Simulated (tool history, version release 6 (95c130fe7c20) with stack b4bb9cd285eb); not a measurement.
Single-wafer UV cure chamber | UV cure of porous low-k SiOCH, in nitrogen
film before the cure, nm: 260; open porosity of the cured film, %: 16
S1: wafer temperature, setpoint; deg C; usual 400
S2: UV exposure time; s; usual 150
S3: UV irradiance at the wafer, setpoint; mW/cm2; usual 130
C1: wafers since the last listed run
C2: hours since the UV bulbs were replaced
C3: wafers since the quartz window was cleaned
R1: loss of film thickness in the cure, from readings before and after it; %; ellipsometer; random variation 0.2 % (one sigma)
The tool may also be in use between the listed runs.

| run | hour | S1 | S2 | S3 | C1 | C2 | C3 | R1 |
|---|---|---|---|---|---|---|---|---|
| 1 | 0 | 413 | 105 | 130 | 0 | 357.1 | 1810 | 9.843 |
| 2 | 62.4 | 400 | 150 | 130 | 337 | 419.5 | 2148 | 10.974 |
| 3 | 123.7 | 400 | 150 | 130 | 331 | 480.8 | 2480 | 10.889 |
|  | 157.2 | quartz window cleaned |
| 4 | 191.8 | 400 | 150 | 130 | 325 | 548.9 | 187 | 11.194 |
| 5 | 239.8 | 400 | 220 | 130 | 259 | 596.9 | 446 | 12.891 |
| 6 | 275.3 | 400 | 150 | 130 | 192 | 632.4 | 638 | 11.136 |
| 7 | 304 | 400 | 150 | 130 | 155 | 661.1 | 793 | 11.228 |
| 8 | 363.5 | 400 | 150 | 130 | 321 | 720.6 | 1115 | 11.442 |
| 9 | 528.8 | 400 | 150 | 130 | 894 | 885.9 | 2009 | 11.016 |
| 10 | 567.5 | 400 | 150 | 130 | 209 | 924.6 | 2219 | 11.281 |
| 11 | 620.1 | 400 | 150 | 130 | 284 | 977.2 | 2503 | 11.288 |
| 12 | 683.1 | 400 | 205 | 130 | 340 | 1040.2 | 2844 | 12.579 |
|  | 741.7 | quartz window cleaned |
| 13 | 742.2 | 400 | 205 | 130 | 276 | 1099.3 | 2 | 12.842 |
| 14 | 787.9 | 400 | 150 | 130 | 247 | 1145 | 249 | 11.387 |
| 15 | 829.9 | 400 | 150 | 130 | 227 | 1187 | 477 | 11.04 |
| 16 | 867.3 | 400 | 150 | 130 | 202 | 1224.4 | 679 | 11.066 |
| 17 | 929.6 | 400 | 150 | 130 | 336 | 1286.7 | 1016 | 11.271 |
| 18 | 1130.4 | 400 | 150 | 130 | 1086 | 1487.5 | 2102 | 11.205 |
| 19 | 1191.6 | 386 | 185 | 130 | 331 | 1548.7 | 2433 | 11.729 |
|  | 1249.7 | quartz window cleaned |
| 20 | 1258.8 | 391 | 175 | 91 | 320 | 1615.9 | 49 | 10.193 |
|  | 1283.7 | UV bulbs replaced |
| 21 | 1287.3 | 407 | 125 | 93 | 110 | 3.6 | 160 | 8.814 |
| 22 | 1315.5 | 400 | 65 | 91 | 152 | 31.8 | 312 | 6.256 |
| 23 | 1350 | 400 | 190 | 130 | 186 | 66.3 | 499 | 11.999 |
| 24 | 1376.2 | 400 | 150 | 143 | 141 | 92.5 | 641 | 11.503 |
| 25 | 1440.4 | 400 | 175 | 130 | 347 | 156.7 | 988 | 11.693 |
| 26 | 1482.7 | 400 | 205 | 130 | 228 | 199 | 1217 | 12.754 |
| 27 | 1550.1 | 415 | 80 | 148 | 364 | 266.4 | 1581 | 9.072 |
| 28 | 1582.4 | 405 | 175 | 103 | 174 | 298.7 | 1756 | 10.82 |
| 29 | 1624.8 | 400 | 150 | 130 | 229 | 341.1 | 1985 | 11.284 |
| 30 | 1678.7 | 410 | 150 | 130 | 291 | 395 | 2277 | 11.155 |
| 31 | 1744.5 | 400 | 150 | 130 | 355 | 460.8 | 2633 | 11.109 |
| 32 | 1785.6 | 400 | 215 | 130 | 222 | 501.9 | 2855 | 12.689 |
| 33 | 1846.7 | 400 | 150 | 130 | 330 | 563 | 3186 | 11.285 |
|  | 1860.3 | quartz window cleaned |
| 34 | 1912.3 | 415 | 200 | 130 | 311 | 628.6 | 281 | 12.682 |
| 35 | 1963.5 | 400 | 150 | 94 | 276 | 679.8 | 558 | 9.436 |
| 36 | 2005.8 | 400 | 150 | 130 | 228 | 722.1 | 787 | 11.187 |
| 37 | 2046.9 | 400 | 220 | 130 | 222 | 763.2 | 1009 | 13.324 |

How the hidden state differs across the entries between the runs, from the last listed run before each to the first after it:
Between runs 3 and 4: quartz window cleaned (hour 157.2)
  no hidden state differs between the two runs
Between runs 12 and 13: quartz window cleaned (hour 741.7)
  no hidden state differs between the two runs
Between runs 19 and 20: quartz window cleaned (hour 1249.7)
  no hidden state differs between the two runs
Between runs 20 and 21: UV bulbs replaced (hour 1283.7)
  no hidden state differs between the two runs
Between runs 33 and 34: quartz window cleaned (hour 1860.3)
  no hidden state differs between the two runs

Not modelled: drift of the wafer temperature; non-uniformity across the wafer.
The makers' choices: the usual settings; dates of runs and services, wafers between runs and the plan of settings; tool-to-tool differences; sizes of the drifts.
